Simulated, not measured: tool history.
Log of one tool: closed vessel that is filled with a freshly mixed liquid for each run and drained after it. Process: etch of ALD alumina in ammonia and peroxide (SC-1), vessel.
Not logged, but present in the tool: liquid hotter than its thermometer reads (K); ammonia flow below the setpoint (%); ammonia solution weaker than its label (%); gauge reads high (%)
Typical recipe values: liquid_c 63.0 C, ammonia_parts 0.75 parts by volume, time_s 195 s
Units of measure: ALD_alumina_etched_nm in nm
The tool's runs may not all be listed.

run	day	liquid_c	ammonia_parts	time_s	wafers since the last listed run	hours since the thermometer was replaced	hours since the ammonia flow meter was replaced	hours since the drum of ammonia solution was connected	hours since the gauge calibration	read-back film thickness of the ALD alumina reference wafer, read on the same gauge (nm)	ALD_alumina_etched_nm
1	0.000	63.0	0.75	195	0	903.7	411.4	461.5	18.1	140.00	17.50
2	2.538	63.0	0.75	195	5396	964.6	472.3	522.4	79.0	139.98	17.50
3	4.062	63.0	0.75	195	3243	1001.2	508.9	559.0	115.6	139.99	17.46
4	5.412	63.0	0.75	195	2871	1033.6	541.3	591.4	148.0	139.96	17.42
5	7.133	63.0	0.75	195	3659	1074.9	582.6	632.7	189.3	139.99	17.43
6	9.567	63.0	0.75	195	5175	1133.3	641.0	691.1	247.7	139.99	17.49
7	11.558	63.0	0.75	195	4235	1181.1	688.8	738.9	295.5	139.98	17.54
# day 12.267: new drum of ammonia solution connected
8	13.329	63.0	0.75	195	3677	1223.6	731.3	25.5	338.0	139.99	17.42
# day 13.775: thermometer replaced
9	15.575	63.0	0.75	195	4687	43.2	785.2	79.4	391.9	139.96	17.51
# day 16.375: ammonia flow meter replaced
10	16.796	63.0	0.65	150	2507	72.5	10.1	108.7	421.2	140.02	13.16
11	19.604	63.0	0.75	195	5972	139.9	77.5	176.1	488.6	140.01	17.44
# day 20.592: new drum of ammonia solution connected, repeated, since the last time left the tool worse
12	20.725	63.0	0.75	195	2295	166.8	104.4	3.2	515.5	140.00	17.65
13	23.196	69.5	0.75	195	5254	226.1	163.7	62.5	574.8	139.98	24.25
14	25.712	70.0	0.95	310	5352	286.5	224.1	122.9	635.2	140.02	40.38
# day 26.508: gauge calibrated
15	27.196	63.0	1.10	195	3154	322.1	259.7	158.5	16.5	139.99	18.17
16	28.217	69.0	0.55	240	2171	346.6	284.2	183.0	41.0	140.02	28.17
17	29.829	63.0	0.75	195	3429	385.3	322.9	221.7	79.7	140.02	17.51
18	31.312	63.0	1.10	195	3154	420.9	358.5	257.3	115.3	140.04	18.21
19	33.388	55.5	0.75	195	4413	470.7	408.3	307.1	165.1	140.04	11.90

5 options for the next run, each taken on its own from the tool as it stands now. Forecast them:
A	33.417	63.0	1.00	195	62	471.4	409.0	307.8	165.8	?	?
B	33.417	57.5	0.75	195	62	471.4	409.0	307.8	165.8	?	?
C	33.417	55.0	0.75	110	62	471.4	409.0	307.8	165.8	?	?
D	33.417	54.5	0.65	250	62	471.4	409.0	307.8	165.8	?	?
E	33.417	59.0	0.95	300	62	471.4	409.0	307.8	165.8	?	?

run	read-back film thickness of the ALD alumina reference wafer, read on the same gauge (nm)	ALD_alumina_etched_nm
A	140.02	18.05
B	140.02	13.25
C	140.02	6.55
D	140.02	14.31
E	140.02	22.54
Without the tool's unlogged condition, the same runs would have read:
run	ALD_alumina_etched_nm
A	18.11
B	13.29
C	6.57
D	14.35
E	22.61
